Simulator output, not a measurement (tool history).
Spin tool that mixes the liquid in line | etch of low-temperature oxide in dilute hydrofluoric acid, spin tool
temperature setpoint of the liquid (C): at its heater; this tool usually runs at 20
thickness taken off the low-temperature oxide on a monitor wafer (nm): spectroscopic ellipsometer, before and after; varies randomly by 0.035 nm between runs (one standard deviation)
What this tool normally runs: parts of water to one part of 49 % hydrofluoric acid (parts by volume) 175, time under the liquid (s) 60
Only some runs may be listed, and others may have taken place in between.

run	day	temperature setpoint of the liquid (C)	parts of water to one part of 49 % hydrofluoric acid (parts by volume)	time under the liquid (s)	wafers since the last listed run	hours since the thermometer was replaced	hours since the hydrofluoric acid flow meter was replaced	hours since the gauge calibration	read-back film thickness of the low-temperature oxide reference wafer, read on the same gauge (nm)	thickness taken off the low-temperature oxide on a monitor wafer (nm)
1	0	20	175	60	0	911.8	1447.2	1147	100.01	8.21
2	3.925	20	175	60	1145	1006	1541.4	1241.2	100.01	8.28
3	7.429	20	175	60	1022	1090.1	1625.5	1325.3	100.01	8.31
# day 8.704: thermometer replaced
4	9.2	20	175	60	504	11.9	1668	1367.8	100.02	8.33
5	12.625	17	175	60	999	94.1	1750.2	1450	99.98	7.35
6	14.454	17	175	60	533	138	1794.1	1493.9	100	7.39
7	18.162	20	175	50	1082	227	1883.1	1582.9	99.99	6.96
8	20.762	20	175	50	758	289.4	1945.5	1645.3	99.99	6.91
9	24.321	20	175	60	1038	374.8	2030.9	1730.7	100	8.39
10	26.192	20	175	60	546	419.7	2075.8	1775.6	99.99	8.42
# day 27.283: hydrofluoric acid flow meter replaced
11	28.412	18.5	175	60	636	473	27.1	1828.9	100	7.48
12	31.875	20	210	40	1010	556.1	110.2	1912	100	4.25
13	35.308	20	175	60	1002	638.5	192.6	1994.4	100	7.95
14	39.412	20	175	60	1197	737	291.1	2092.9	100	7.99
# day 40.312: gauge calibrated
15	45.362	23.5	175	35	1736	879.8	433.9	121.2	99.99	5.36
16	49.067	17	175	35	1081	968.7	522.8	210.1	99.96	4.13
# day 50.912: thermometer replaced
17	53.412	22	215	25	1256	60	627.1	314.4	100.01	2.82
18	55.529	17	175	80	617	110.8	677.9	365.2	100	9.52
19	59.108	24.5	225	25	1044	196.7	763.8	451.1	99.99	2.95
20	62.267	20	115	95	921	272.5	839.6	526.9	100	20.76
21	65.762	23	100	30	1020	356.4	923.5	610.8	100	8.64
22	68.671	17	250	60	848	426.2	993.3	680.6	100.01	4.74

What if the next run were any one of these 4? Each begins from the tool's condition after run 22:
A	68.688	21.5	175	60	4	426.6	993.7	681	?	?
B	68.688	17	90	60	4	426.6	993.7	681	?	?
C	68.688	21.5	260	60	4	426.6	993.7	681	?	?
D	68.688	17	235	30	4	426.6	993.7	681	?	?

run	read-back film thickness of the low-temperature oxide reference wafer, read on the same gauge (nm)	thickness taken off the low-temperature oxide on a monitor wafer (nm)
A	99.98	8.57
B	99.98	15.14
C	99.98	5.31
D	99.98	2.53
Without the tool's unlogged condition, the same runs would have read:
run	thickness taken off the low-temperature oxide on a monitor wafer (nm)
A	8.28
B	14.67
C	5.12
D	2.44
